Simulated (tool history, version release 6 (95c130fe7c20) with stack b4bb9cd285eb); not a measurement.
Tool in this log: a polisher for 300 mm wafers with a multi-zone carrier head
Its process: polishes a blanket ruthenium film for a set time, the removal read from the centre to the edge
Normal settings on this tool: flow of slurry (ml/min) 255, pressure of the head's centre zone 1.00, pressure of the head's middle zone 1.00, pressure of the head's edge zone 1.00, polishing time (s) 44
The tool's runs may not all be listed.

run   hour  flow of slurry (ml/min)  pressure of the head's centre zone  pressure of the head's middle zone  pressure of the head's edge zone  polishing time (s)  wafers since the last listed run  wafers polished on this pad  hours since the slurry nozzle was cleaned  hours since the centre zone pressure was calibrated  hours since the edge zone pressure was calibrated  hours since the carrier head's membrane was replaced  incoming thickness of the incoming film, nm  film removed at the wafer's centre (angstrom)  film removed at mid-radius (angstrom)  film removed at the wafer's edge (angstrom)
  1    0.0                      255                                1.08                                1.00                              1.10                  44                                 0                         2185                                      201.6                                                345.1                                              571.2                                                   0.5                                        403.3                                            585                                    560                                          576
      20.6  -- worn pad replaced by a new one
  2   32.3                      255                                1.00                                1.00                              1.00                  44                               279                          115                                      233.9                                                377.4                                              603.5                                                  32.8                                        402.0                                            559                                    560                                          553
  3   65.8                      280                                1.00                                0.91                              0.90                  44                               330                          446                                      267.4                                                410.9                                              637.0                                                  66.3                                        397.5                                            564                                    524                                          527
  4   96.3                      255                                1.00                                1.00                              1.00                  44                               301                          747                                      297.9                                                441.4                                              667.5                                                  96.8                                        399.9                                            545                                    551                                          550
  5  119.0                      310                                1.00                                1.00                              0.93                  59                               224                          971                                      320.6                                                464.1                                              690.2                                                 119.5                                        397.9                                            759                                    769                                          725
  6  136.0                      255                                1.00                                1.00                              1.00                  44                               167                         1139                                      337.6                                                481.1                                              707.2                                                 136.5                                        400.4                                            554                                    558                                          549
     138.1  -- edge zone pressure recalibrated
  7  165.6                      255                                1.00                                1.00                              1.00                  44                               272                         1412                                      367.2                                                510.7                                               27.5                                                 166.1                                        400.8                                            550                                    555                                          541
  8  191.1                      255                                0.97                                1.00                              0.88                  52                               251                         1663                                      392.7                                                536.2                                               53.0                                                 191.6                                        401.4                                            627                                    649                                          608
  9  220.5                      255                                0.95                                1.00                              0.96                  44                               290                         1954                                      422.1                                                565.6                                               82.4                                                 221.0                                        391.5                                            521                                    559                                          532
 10  237.2                      305                                0.91                                1.03                              1.00                  48                               164                         2119                                      438.8                                                582.3                                               99.1                                                 237.7                                        402.0                                            567                                    637                                          606
     256.9  -- worn pad replaced by a new one
 11  267.0                      255                                1.00                                1.00                              1.00                  44                               254                           99                                      468.6                                                612.1                                              128.9                                                 267.5                                        404.2                                            546                                    543                                          532
 12  291.5                      255                                1.00                                1.00                              1.00                  44                               241                          341                                      493.1                                                636.6                                              153.4                                                 292.0                                        399.5                                            547                                    544                                          530
 13  315.1                      185                                1.00                                1.00                              1.00                  33                               233                          574                                      516.7                                                660.2                                              177.0                                                 315.6                                        391.8                                            371                                    388                                          386
 14  343.0                      200                                1.00                                1.00                              1.00                  44                               275                          849                                      544.6                                                688.1                                              204.9                                                 343.5                                        397.7                                            514                                    520                                          521
 15  363.9                      305                                1.04                                0.89                              1.09                  44                               206                         1056                                      565.5                                                709.0                                              225.8                                                 364.4                                        395.9                                            564                                    519                                          566
 16  378.8                      290                                1.11                                0.95                              1.00                  55                               147                         1203                                      580.4                                                723.9                                              240.7                                                 379.3                                        400.2                                            740                                    673                                          671
 17  404.4                      255                                1.00                                0.95                              1.00                  44                               252                         1455                                      606.0                                                749.5                                              266.3                                                 404.9                                        401.8                                            532                                    534                                          531
     438.6  -- slurry nozzle cleaned
 18  439.1                      255                                1.00                                1.00                              1.00                  44                               332                         1788                                        0.5                                                784.2                                              301.0                                                 439.6                                        405.0                                            569                                    568                                          556
 19  473.6                      255                                1.00                                1.00                              1.00                  44                               340                         2129                                       35.0                                                818.7                                              335.5                                                 474.1                                        406.0                                            565                                    565                                          559
     479.7  -- worn pad replaced by a new one
 20  504.1                      255                                1.00                                1.07                              1.00                  44                               261                          241                                       65.5                                                849.2                                              366.0                                                 504.6                                        398.1                                            557                                    596                                          554
 21  529.7                      255                                1.00                                0.95                              0.90                  44                               252                          493                                       91.1                                                874.8                                              391.6                                                 530.2                                        398.5                                            562                                    551                                          521
 22  559.3                      255                                1.12                                1.00                              1.08                  44                               292                          786                                      120.7                                                904.4                                              421.2                                                 559.8                                        408.4                                            606                                    570                                          574

The tool's hidden state at each run:
removal rate lost through wear of the pad, %: 0 across all the runs
deviation of the centre zone's pressure from its setpoint, %: 0 across all the runs
deviation of the edge zone's pressure from its setpoint, %: 0 across all the runs
H1: slurry flow missing at the pad, %
run    H1
  1  9.02
  2  10.4
  3  11.8
  4    13
  5    14
  6  14.7
  7  15.9
  8    17
  9  18.2
 10  18.9
 11  20.2
 12  21.2
 13  22.2
 14  23.4
 15  24.2
 16  24.9
 17  25.9
 18  1.52
 19  2.96
 20  4.24
 21  5.31
 22  6.55
